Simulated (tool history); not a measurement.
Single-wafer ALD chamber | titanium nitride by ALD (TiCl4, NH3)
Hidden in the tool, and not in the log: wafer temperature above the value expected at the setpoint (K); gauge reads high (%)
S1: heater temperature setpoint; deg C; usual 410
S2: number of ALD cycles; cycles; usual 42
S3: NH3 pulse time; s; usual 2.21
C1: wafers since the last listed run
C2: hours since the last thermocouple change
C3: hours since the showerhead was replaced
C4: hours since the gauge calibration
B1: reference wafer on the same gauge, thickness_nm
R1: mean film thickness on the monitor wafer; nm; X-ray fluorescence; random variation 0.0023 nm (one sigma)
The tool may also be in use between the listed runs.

run,day,S1,S2,S3,C1,C2,C3,C4,B1,R1
1,0.000,410,45,2.21,0,1771.9,3067.3,236.5,0.837,1.064
2,3.554,410,45,2.21,484,1857.2,3152.6,321.8,0.837,1.073
3,7.654,410,45,2.21,558,1955.6,3251.0,420.2,0.838,1.069
4,11.917,410,42,2.21,581,2057.9,3353.3,522.5,0.839,1.002
5,16.200,410,42,2.21,583,2160.7,3456.1,625.3,0.839,1.000
6,18.475,410,42,2.21,310,2215.3,3510.7,679.9,0.839,0.999
7,22.550,410,42,2.21,555,2313.1,3608.5,777.7,0.840,0.998
8,25.983,410,42,2.21,468,2395.5,3690.9,860.1,0.840,0.999
9,29.042,410,42,2.21,416,2468.9,3764.3,933.5,0.841,1.001
10,33.379,410,42,2.21,591,2573.0,3868.4,1037.6,0.841,1.002
11,35.000,410,42,2.21,220,2611.9,3907.3,1076.5,0.842,0.998
12,39.075,410,42,2.21,555,2709.7,4005.1,1174.3,0.842,1.002
# day 39.983: thermocouple changed; heater temperature recalibrated
# day 40.125: showerhead replaced
13,41.738,410,42,2.21,298,42.1,38.7,1238.2,0.842,1.004
14,43.471,410,42,2.21,236,83.7,80.3,1279.8,0.843,1.004
15,47.662,410,42,2.42,571,184.3,180.9,1380.4,0.844,1.004
16,49.729,422,42,2.21,281,233.9,230.5,1430.0,0.844,1.005
17,53.500,410,42,2.47,514,324.4,321.0,1520.5,0.845,1.012
18,57.608,410,42,1.79,560,423.0,419.6,1619.1,0.845,0.994
19,61.862,410,42,1.79,580,525.1,521.7,1721.2,0.845,0.997
20,66.300,410,42,1.50,605,631.6,628.2,1827.7,0.846,0.990
21,68.708,410,42,2.21,328,689.4,686.0,1885.5,0.846,1.006
22,72.358,423,49,1.60,497,777.0,773.6,1973.1,0.847,1.168
23,75.246,410,37,2.53,393,846.3,842.9,2042.4,0.847,0.892
24,77.967,419,38,2.98,370,911.6,908.2,2107.7,0.847,0.920
25,80.800,410,36,2.21,386,979.6,976.2,2175.7,0.848,0.866
26,82.304,410,45,2.70,205,1015.7,1012.3,2211.8,0.847,1.086
27,86.171,410,48,2.21,527,1108.5,1105.1,2304.6,0.848,1.157
28,89.375,410,42,2.21,436,1185.4,1182.0,2381.5,0.849,1.010
29,91.529,410,42,2.21,293,1237.1,1233.7,2433.2,0.849,1.012
30,94.108,410,42,2.21,351,1299.0,1295.6,2495.1,0.850,1.012
# day 97.988: gauge calibrated
31,98.346,397,42,1.66,577,1400.7,1397.3,8.6,0.836,0.976
32,100.696,410,46,2.51,320,1457.1,1453.7,65.0,0.836,1.091
33,103.400,416,42,2.21,368,1522.0,1518.6,129.9,0.837,0.999
34,107.775,410,42,2.21,596,1627.0,1623.6,234.9,0.837,0.995
35,111.088,416,48,2.21,451,1706.5,1703.1,314.4,0.837,1.139
36,114.483,410,42,2.21,462,1788.0,1784.6,395.9,0.838,0.995
37,118.704,403,42,2.69,575,1889.3,1885.9,497.2,0.838,1.003
38,120.475,402,34,2.21,241,1931.8,1928.4,539.7,0.839,0.807
39,124.325,410,35,1.93,524,2024.2,2020.8,632.1,0.839,0.830
40,127.417,401,42,2.61,421,2098.4,2095.0,706.3,0.839,1.005

Measured less the same run without the tool's hidden state. The same run-to-run variation is in both; the gauge's scatter may not be:
run,R1
1,+0.003
2,+0.004
3,+0.005
4,+0.005
5,+0.006
6,+0.006
7,+0.006
8,+0.008
9,+0.008
10,+0.009
11,+0.009
12,+0.010
13,+0.010
14,+0.011
15,+0.011
16,+0.011
17,+0.012
18,+0.012
19,+0.013
20,+0.014
21,+0.015
22,+0.017
23,+0.014
24,+0.014
25,+0.014
26,+0.018
27,+0.019
28,+0.018
29,+0.018
30,+0.019
31,+0.002
32,+0.002
33,+0.002
34,+0.003
35,+0.004
36,+0.004
37,+0.005
38,+0.004
39,+0.005
40,+0.007
